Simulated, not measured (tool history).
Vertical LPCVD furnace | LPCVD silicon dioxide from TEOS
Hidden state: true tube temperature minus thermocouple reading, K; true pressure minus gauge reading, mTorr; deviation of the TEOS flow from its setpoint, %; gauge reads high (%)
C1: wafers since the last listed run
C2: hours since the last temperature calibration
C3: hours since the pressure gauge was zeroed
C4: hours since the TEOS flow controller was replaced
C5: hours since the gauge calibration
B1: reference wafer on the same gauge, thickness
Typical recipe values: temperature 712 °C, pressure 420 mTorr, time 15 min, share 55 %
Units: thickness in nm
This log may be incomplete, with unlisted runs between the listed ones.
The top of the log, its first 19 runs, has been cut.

At hour 1036.2: TEOS flow controller replaced.
At hour 1046.8: pressure gauge zeroed.
Run 20, hour 1047.3: usual settings but temperature 724 °C; C1 842; C2 578.3; C3 0.5; C4 11.1; C5 187.5; B1 163.71. Result: thickness 211.69 nm.
Run 21, hour 1117.2: usual settings but pressure 360 mTorr, share 62 %; C1 1507; C2 648.2; C3 70.4; C4 81; C5 257.4; B1 163.69. Result: thickness 158.8 nm.
Run 22, hour 1154.9: usual settings but time 12 min; C1 812; C2 685.9; C3 108.1; C4 118.7; C5 295.1; B1 164.04. Result: thickness 130.1 nm.
Run 23, hour 1190.5: usual settings but temperature 722 °C, time 20.5 min, share 47 %; C1 767; C2 721.5; C3 143.7; C4 154.3; C5 330.7; B1 164.07. Result: thickness 255.26 nm.
Run 24, hour 1233.2: usual settings but temperature 708 °C, pressure 515 mTorr, time 17 min, share 49 %; C1 920; C2 764.2; C3 186.4; C4 197; C5 373.4; B1 163.89. Result: thickness 175.06 nm.
Run 25, hour 1266.1: usual settings but temperature 719 °C; C1 709; C2 797.1; C3 219.3; C4 229.9; C5 406.3; B1 164.11. Result: thickness 189.57 nm.
Run 26, hour 1304.2: usual settings but temperature 724 °C; C1 821; C2 835.2; C3 257.4; C4 268; C5 444.4; B1 163.78. Result: thickness 211.8 nm.
Run 27, hour 1375.6: usual settings but temperature 724 °C, pressure 380 mTorr, share 59 %; C1 1539; C2 906.6; C3 328.8; C4 339.4; C5 515.8; B1 163.73. Result: thickness 209.14 nm.
At hour 1407.3: pressure gauge zeroed, repeated, since the last time left the tool worse.
Run 28, hour 1420.4: usual settings; C1 448; C2 951.4; C3 13.1; C4 384.2; C5 560.6; B1 163.89. Result: thickness 155.53 nm.
Run 29, hour 1455.5: usual settings; C1 756; C2 986.5; C3 48.2; C4 419.3; C5 595.7; B1 164.27. Result: thickness 156.44 nm.
Run 30, hour 1522.6: usual settings but temperature 703 °C, pressure 350 mTorr, share 46 %; C1 1446; C2 1053.6; C3 115.3; C4 486.4; C5 662.8; B1 163.61. Result: thickness 106.58 nm.
Run 31, hour 1591: usual settings; C1 1474; C2 1122; C3 183.7; C4 554.8; C5 731.2; B1 163.65. Result: thickness 157.1 nm.
Run 32, hour 1631.7: usual settings but temperature 707 °C, pressure 490 mTorr, time 11.5 min; C1 877; C2 1162.7; C3 224.4; C4 595.5; C5 771.9; B1 163.7. Result: thickness 116.56 nm.

3 ways to go on from here, each from the tool as it stands after run 32. What would each give?
Run A, hour 1636: usual settings; C1 92; C2 1167; C3 228.7; C4 599.8; C5 776.2; B1 ?. Result: thickness ?.
Run B, hour 1636: usual settings but temperature 704 °C, time 13.5 min; C1 92; C2 1167; C3 228.7; C4 599.8; C5 776.2; B1 ?. Result: thickness ?.
Run C, hour 1636: usual settings but pressure 505 mTorr; C1 92; C2 1167; C3 228.7; C4 599.8; C5 776.2; B1 ?. Result: thickness ?.

run      B1  thickness
  A  164.21     158.52
  B  164.21     118.81
  C  164.21     173.72
With no hidden state in the tool, these same runs would have given:
run  thickness
  A     157.95
  B     118.38
  C      173.2
